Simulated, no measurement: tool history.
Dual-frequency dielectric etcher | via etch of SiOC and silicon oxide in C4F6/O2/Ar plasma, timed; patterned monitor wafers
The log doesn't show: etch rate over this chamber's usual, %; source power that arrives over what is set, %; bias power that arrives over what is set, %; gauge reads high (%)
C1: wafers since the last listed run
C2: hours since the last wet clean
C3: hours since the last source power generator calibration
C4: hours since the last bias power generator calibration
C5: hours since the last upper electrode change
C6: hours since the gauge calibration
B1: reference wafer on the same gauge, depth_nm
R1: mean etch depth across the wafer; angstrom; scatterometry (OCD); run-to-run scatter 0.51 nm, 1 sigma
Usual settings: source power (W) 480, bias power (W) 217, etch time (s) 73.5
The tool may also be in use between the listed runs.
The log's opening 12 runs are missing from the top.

{"run": 13, "hour": 181.4, "source power (W)": 390, "bias power (W)": 217, "etch time (s)": 73.5, "C1": 142, "C2": 112.5, "C3": 1720.7, "C4": 145.9, "C5": 3395.9, "C6": 62.3, "B1": 107.0, "R1": 863}
{"run": 14, "hour": 192.6, "source power (W)": 370, "bias power (W)": 234, "etch time (s)": 52.5, "C1": 177, "C2": 123.7, "C3": 1731.9, "C4": 157.1, "C5": 3407.1, "C6": 73.5, "B1": 107.0, "R1": 608}
{"run": 15, "hour": 202.1, "source power (W)": 480, "bias power (W)": 256, "etch time (s)": 73.5, "C1": 150, "C2": 133.2, "C3": 1741.4, "C4": 166.6, "C5": 3416.6, "C6": 83.0, "B1": 106.8, "R1": 987}
{"hour": 230.1, "done": "source power generator calibrated"}
{"hour": 239.1, "done": "upper electrode replaced"}
{"run": 16, "hour": 239.6, "source power (W)": 480, "bias power (W)": 217, "etch time (s)": 73.5, "C1": 388, "C2": 170.7, "C3": 9.5, "C4": 204.1, "C5": 0.5, "C6": 120.5, "B1": 106.9, "R1": 935}
{"run": 17, "hour": 239.9, "source power (W)": 540, "bias power (W)": 260, "etch time (s)": 66.0, "C1": 4, "C2": 171.0, "C3": 9.8, "C4": 204.4, "C5": 0.8, "C6": 120.8, "B1": 106.9, "R1": 934}
{"run": 18, "hour": 245.4, "source power (W)": 480, "bias power (W)": 184, "etch time (s)": 73.5, "C1": 87, "C2": 176.5, "C3": 15.3, "C4": 209.9, "C5": 6.3, "C6": 126.3, "B1": 106.8, "R1": 903}
{"run": 19, "hour": 259.7, "source power (W)": 540, "bias power (W)": 217, "etch time (s)": 73.5, "C1": 227, "C2": 190.8, "C3": 29.6, "C4": 224.2, "C5": 20.6, "C6": 140.6, "B1": 106.9, "R1": 991}
{"run": 20, "hour": 276.8, "source power (W)": 400, "bias power (W)": 247, "etch time (s)": 52.5, "C1": 271, "C2": 207.9, "C3": 46.7, "C4": 241.3, "C5": 37.7, "C6": 157.7, "B1": 107.0, "R1": 638}
{"run": 21, "hour": 293.7, "source power (W)": 480, "bias power (W)": 189, "etch time (s)": 90.5, "C1": 268, "C2": 224.8, "C3": 63.6, "C4": 258.2, "C5": 54.6, "C6": 174.6, "B1": 107.0, "R1": 1110}
{"run": 22, "hour": 303.1, "source power (W)": 480, "bias power (W)": 217, "etch time (s)": 73.5, "C1": 149, "C2": 234.2, "C3": 73.0, "C4": 267.6, "C5": 64.0, "C6": 184.0, "B1": 107.0, "R1": 927}
{"run": 23, "hour": 311.5, "source power (W)": 480, "bias power (W)": 243, "etch time (s)": 73.5, "C1": 133, "C2": 242.6, "C3": 81.4, "C4": 276.0, "C5": 72.4, "C6": 192.4, "B1": 107.0, "R1": 961}
{"run": 24, "hour": 322.4, "source power (W)": 480, "bias power (W)": 217, "etch time (s)": 73.5, "C1": 173, "C2": 253.5, "C3": 92.3, "C4": 286.9, "C5": 83.3, "C6": 203.3, "B1": 106.8, "R1": 925}
{"run": 25, "hour": 333.4, "source power (W)": 540, "bias power (W)": 217, "etch time (s)": 73.5, "C1": 174, "C2": 264.5, "C3": 103.3, "C4": 297.9, "C5": 94.3, "C6": 214.3, "B1": 106.8, "R1": 982}
{"run": 26, "hour": 344.4, "source power (W)": 480, "bias power (W)": 193, "etch time (s)": 73.5, "C1": 174, "C2": 275.5, "C3": 114.3, "C4": 308.9, "C5": 105.3, "C6": 225.3, "B1": 106.9, "R1": 907}
{"run": 27, "hour": 356.9, "source power (W)": 420, "bias power (W)": 217, "etch time (s)": 95.0, "C1": 198, "C2": 288.0, "C3": 126.8, "C4": 321.4, "C5": 117.8, "C6": 237.8, "B1": 107.0, "R1": 1130}
{"run": 28, "hour": 365.2, "source power (W)": 560, "bias power (W)": 185, "etch time (s)": 90.5, "C1": 131, "C2": 296.3, "C3": 135.1, "C4": 329.7, "C5": 126.1, "C6": 246.1, "B1": 107.2, "R1": 1182}
{"run": 29, "hour": 375.2, "source power (W)": 570, "bias power (W)": 217, "etch time (s)": 73.5, "C1": 158, "C2": 306.3, "C3": 145.1, "C4": 339.7, "C5": 136.1, "C6": 256.1, "B1": 106.9, "R1": 1000}
{"hour": 381.1, "done": "gauge calibrated"}
{"run": 30, "hour": 391.9, "source power (W)": 480, "bias power (W)": 217, "etch time (s)": 73.5, "C1": 265, "C2": 323.0, "C3": 161.8, "C4": 356.4, "C5": 152.8, "C6": 10.8, "B1": 106.8, "R1": 918}

Consider 4 possible next runs. They are alternatives, not a sequence: every one starts from the tool as it was left by run 30. What does each give?
{"run": "A", "hour": 392.3, "source power (W)": 380, "bias power (W)": 217, "etch time (s)": 73.5, "C1": 6, "C2": 323.4, "C3": 162.2, "C4": 356.8, "C5": 153.2, "C6": 11.2, "B1": "?", "R1": "?"}
{"run": "B", "hour": 392.3, "source power (W)": 410, "bias power (W)": 260, "etch time (s)": 91.5, "C1": 6, "C2": 323.4, "C3": 162.2, "C4": 356.8, "C5": 153.2, "C6": 11.2, "B1": "?", "R1": "?"}
{"run": "C", "hour": 392.3, "source power (W)": 480, "bias power (W)": 180, "etch time (s)": 94.5, "C1": 6, "C2": 323.4, "C3": 162.2, "C4": 356.8, "C5": 153.2, "C6": 11.2, "B1": "?", "R1": "?"}
{"run": "D", "hour": 392.3, "source power (W)": 390, "bias power (W)": 237, "etch time (s)": 89.0, "C1": 6, "C2": 323.4, "C3": 162.2, "C4": 356.8, "C5": 153.2, "C6": 11.2, "B1": "?", "R1": "?"}

run=A B1=107.0 R1=830
run=B B1=107.0 R1=1124
run=C B1=107.0 R1=1139
run=D B1=107.0 R1=1042
With no hidden state in the tool, these same runs would have given:
run=A R1=862
run=B R1=1166
run=C R1=1182
run=D R1=1081

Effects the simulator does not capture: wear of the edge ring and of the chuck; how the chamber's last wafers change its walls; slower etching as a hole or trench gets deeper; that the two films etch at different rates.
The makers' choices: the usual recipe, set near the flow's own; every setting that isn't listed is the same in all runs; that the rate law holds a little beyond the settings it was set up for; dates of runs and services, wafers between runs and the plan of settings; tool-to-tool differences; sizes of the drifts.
